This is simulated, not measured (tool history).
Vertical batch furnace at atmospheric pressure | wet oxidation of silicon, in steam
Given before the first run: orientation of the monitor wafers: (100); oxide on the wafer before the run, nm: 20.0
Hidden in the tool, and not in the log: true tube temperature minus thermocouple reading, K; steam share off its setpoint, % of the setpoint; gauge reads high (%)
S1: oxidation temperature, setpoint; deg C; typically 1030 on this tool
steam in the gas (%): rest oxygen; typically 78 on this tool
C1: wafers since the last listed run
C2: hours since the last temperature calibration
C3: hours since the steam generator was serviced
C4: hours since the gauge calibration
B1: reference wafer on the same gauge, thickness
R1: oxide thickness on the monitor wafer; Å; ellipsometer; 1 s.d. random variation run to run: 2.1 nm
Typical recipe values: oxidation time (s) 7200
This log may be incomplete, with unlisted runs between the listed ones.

run 1 day=0.000 | S1=1030 oxidation_time_(s)=7200 steam_in_the_gas_(%)=78 | C1=0 C2=1660.6 C3=2603.6 C4=461.9 | B1=704.32 | R1=5773.2
run 2 day=1.238 | S1=1030 oxidation_time_(s)=7200 steam_in_the_gas_(%)=78 | C1=287 C2=1690.3 C3=2633.3 C4=491.6 | B1=704.22 | R1=5703.6
run 3 day=2.458 | S1=1019 oxidation_time_(s)=7200 steam_in_the_gas_(%)=70 | C1=283 C2=1719.6 C3=2662.6 C4=520.9 | B1=703.24 | R1=5041.4
run 4 day=4.583 | S1=1019 oxidation_time_(s)=7200 steam_in_the_gas_(%)=70 | C1=493 C2=1770.6 C3=2713.6 C4=571.9 | B1=704.25 | R1=5047.9
run 5 day=5.362 | S1=1030 oxidation_time_(s)=7200 steam_in_the_gas_(%)=78 | C1=180 C2=1789.3 C3=2732.3 C4=590.6 | B1=703.13 | R1=5725.3
run 6 day=6.017 | S1=1030 oxidation_time_(s)=7200 steam_in_the_gas_(%)=78 | C1=151 C2=1805.0 C3=2748.0 C4=606.3 | B1=704.94 | R1=5768.9
run 7 day=6.800 | S1=1030 oxidation_time_(s)=7200 steam_in_the_gas_(%)=78 | C1=181 C2=1823.8 C3=2766.8 C4=625.1 | B1=703.62 | R1=5721.8
run 8 day=7.404 | S1=1044 oxidation_time_(s)=7200 steam_in_the_gas_(%)=78 | C1=140 C2=1838.3 C3=2781.3 C4=639.6 | B1=704.87 | R1=6147.9
run 9 day=8.196 | S1=1030 oxidation_time_(s)=7200 steam_in_the_gas_(%)=78 | C1=183 C2=1857.3 C3=2800.3 C4=658.6 | B1=704.27 | R1=5715.1
run 10 day=9.117 | S1=1030 oxidation_time_(s)=7200 steam_in_the_gas_(%)=78 | C1=213 C2=1879.4 C3=2822.4 C4=680.7 | B1=703.31 | R1=5733.5
run 11 day=10.571 | S1=1030 oxidation_time_(s)=7200 steam_in_the_gas_(%)=73 | C1=337 C2=1914.3 C3=2857.3 C4=715.6 | B1=704.23 | R1=5507.2
run 12 day=11.262 | S1=1030 oxidation_time_(s)=7200 steam_in_the_gas_(%)=73 | C1=160 C2=1930.9 C3=2873.9 C4=732.2 | B1=703.10 | R1=5480.0
run 13 day=12.200 | S1=1030 oxidation_time_(s)=7200 steam_in_the_gas_(%)=78 | C1=217 C2=1953.4 C3=2896.4 C4=754.7 | B1=704.37 | R1=5694.5
run 14 day=16.096 | S1=1011 oxidation_time_(s)=7200 steam_in_the_gas_(%)=78 | C1=904 C2=2046.9 C3=2989.9 C4=848.2 | B1=705.56 | R1=5147.4
-- day=16.404 gauge calibrated
run 15 day=17.383 | S1=1011 oxidation_time_(s)=7200 steam_in_the_gas_(%)=78 | C1=298 C2=2077.8 C3=3020.8 C4=23.5 | B1=703.97 | R1=5155.1
run 16 day=18.212 | S1=1030 oxidation_time_(s)=5700 steam_in_the_gas_(%)=78 | C1=192 C2=2097.7 C3=3040.7 C4=43.4 | B1=702.90 | R1=4965.7
run 17 day=18.962 | S1=1030 oxidation_time_(s)=5700 steam_in_the_gas_(%)=78 | C1=174 C2=2115.7 C3=3058.7 C4=61.4 | B1=704.32 | R1=4956.9
run 18 day=19.933 | S1=1030 oxidation_time_(s)=7200 steam_in_the_gas_(%)=78 | C1=225 C2=2139.0 C3=3082.0 C4=84.7 | B1=703.15 | R1=5739.5
run 19 day=21.012 | S1=1006 oxidation_time_(s)=10080 steam_in_the_gas_(%)=88 | C1=250 C2=2164.9 C3=3107.9 C4=110.6 | B1=705.08 | R1=6637.9
-- day=22.808 steam generator serviced
run 20 day=22.829 | S1=1050 oxidation_time_(s)=8730 steam_in_the_gas_(%)=71 | C1=189 C2=2208.5 C3=0.5 C4=154.2 | B1=703.77 | R1=7065.7
run 21 day=23.379 | S1=1053 oxidation_time_(s)=8910 steam_in_the_gas_(%)=84 | C1=127 C2=2221.7 C3=13.7 C4=167.4 | B1=704.02 | R1=7935.2
run 22 day=24.100 | S1=1030 oxidation_time_(s)=9990 steam_in_the_gas_(%)=89 | C1=167 C2=2239.0 C3=31.0 C4=184.7 | B1=704.01 | R1=7955.2
run 23 day=24.754 | S1=1047 oxidation_time_(s)=7200 steam_in_the_gas_(%)=72 | C1=151 C2=2254.7 C3=46.7 C4=200.4 | B1=704.01 | R1=6240.0
run 24 day=25.654 | S1=1030 oxidation_time_(s)=7200 steam_in_the_gas_(%)=81 | C1=208 C2=2276.3 C3=68.3 C4=222.0 | B1=705.29 | R1=6199.6
run 25 day=27.017 | S1=1030 oxidation_time_(s)=7200 steam_in_the_gas_(%)=78 | C1=316 C2=2309.0 C3=101.0 C4=254.7 | B1=703.64 | R1=6011.8
run 26 day=28.475 | S1=1051 oxidation_time_(s)=7200 steam_in_the_gas_(%)=83 | C1=338 C2=2344.0 C3=136.0 C4=289.7 | B1=704.35 | R1=6902.1
-- day=30.004 thermocouples replaced and temperature profile calibrated
run 27 day=30.025 | S1=1030 oxidation_time_(s)=7200 steam_in_the_gas_(%)=78 | C1=127 C2=0.5 C3=173.2 C4=326.9 | B1=702.83 | R1=5997.5
run 28 day=30.829 | S1=1006 oxidation_time_(s)=4110 steam_in_the_gas_(%)=82 | C1=186 C2=19.8 C3=192.5 C4=346.2 | B1=703.61 | R1=3791.9
run 29 day=32.033 | S1=1030 oxidation_time_(s)=7200 steam_in_the_gas_(%)=78 | C1=279 C2=48.7 C3=221.4 C4=375.1 | B1=704.58 | R1=6006.2
run 30 day=32.938 | S1=1030 oxidation_time_(s)=7200 steam_in_the_gas_(%)=87 | C1=209 C2=70.4 C3=243.1 C4=396.8 | B1=703.58 | R1=6418.9
run 31 day=34.325 | S1=1042 oxidation_time_(s)=7200 steam_in_the_gas_(%)=78 | C1=322 C2=103.7 C3=276.4 C4=430.1 | B1=704.46 | R1=6350.9
run 32 day=35.592 | S1=1030 oxidation_time_(s)=7200 steam_in_the_gas_(%)=78 | C1=293 C2=134.1 C3=306.8 C4=460.5 | B1=704.28 | R1=5986.3
run 33 day=36.408 | S1=1011 oxidation_time_(s)=8190 steam_in_the_gas_(%)=70 | C1=189 C2=153.7 C3=326.4 C4=480.1 | B1=703.33 | R1=5452.3
run 34 day=37.683 | S1=1030 oxidation_time_(s)=7200 steam_in_the_gas_(%)=78 | C1=295 C2=184.3 C3=357.0 C4=510.7 | B1=703.74 | R1=5936.5
run 35 day=38.879 | S1=1006 oxidation_time_(s)=5520 steam_in_the_gas_(%)=89 | C1=277 C2=213.0 C3=385.7 C4=539.4 | B1=704.06 | R1=4803.5
run 36 day=40.033 | S1=1030 oxidation_time_(s)=7200 steam_in_the_gas_(%)=78 | C1=267 C2=240.7 C3=413.4 C4=567.1 | B1=704.38 | R1=5952.7
run 37 day=41.012 | S1=1030 oxidation_time_(s)=7200 steam_in_the_gas_(%)=73 | C1=227 C2=264.2 C3=436.9 C4=590.6 | B1=704.25 | R1=5692.8

Each row is a separate what-if for the run after 37, all from the same tool condition, not one after another. Results?
run A day=41.217 | S1=1030 oxidation_time_(s)=7200 steam_in_the_gas_(%)=78 | C1=47 C2=269.1 C3=441.8 C4=595.5 | B1=? | R1=?
run B day=41.217 | S1=1030 oxidation_time_(s)=3630 steam_in_the_gas_(%)=78 | C1=47 C2=269.1 C3=441.8 C4=595.5 | B1=? | R1=?
run C day=41.217 | S1=1030 oxidation_time_(s)=7200 steam_in_the_gas_(%)=90 | C1=47 C2=269.1 C3=441.8 C4=595.5 | B1=? | R1=?
run D day=41.217 | S1=1030 oxidation_time_(s)=5670 steam_in_the_gas_(%)=78 | C1=47 C2=269.1 C3=441.8 C4=595.5 | B1=? | R1=?

run=A B1=703.93 R1=5934.2
run=B B1=703.93 R1=3893.3
run=C B1=703.93 R1=6463.3
run=D B1=703.93 R1=5135.6
Without the tool's unlogged condition, the same runs would have read:
run=A R1=6063.1
run=B R1=3982.4
run=C R1=6602.2
run=D R1=5249.1
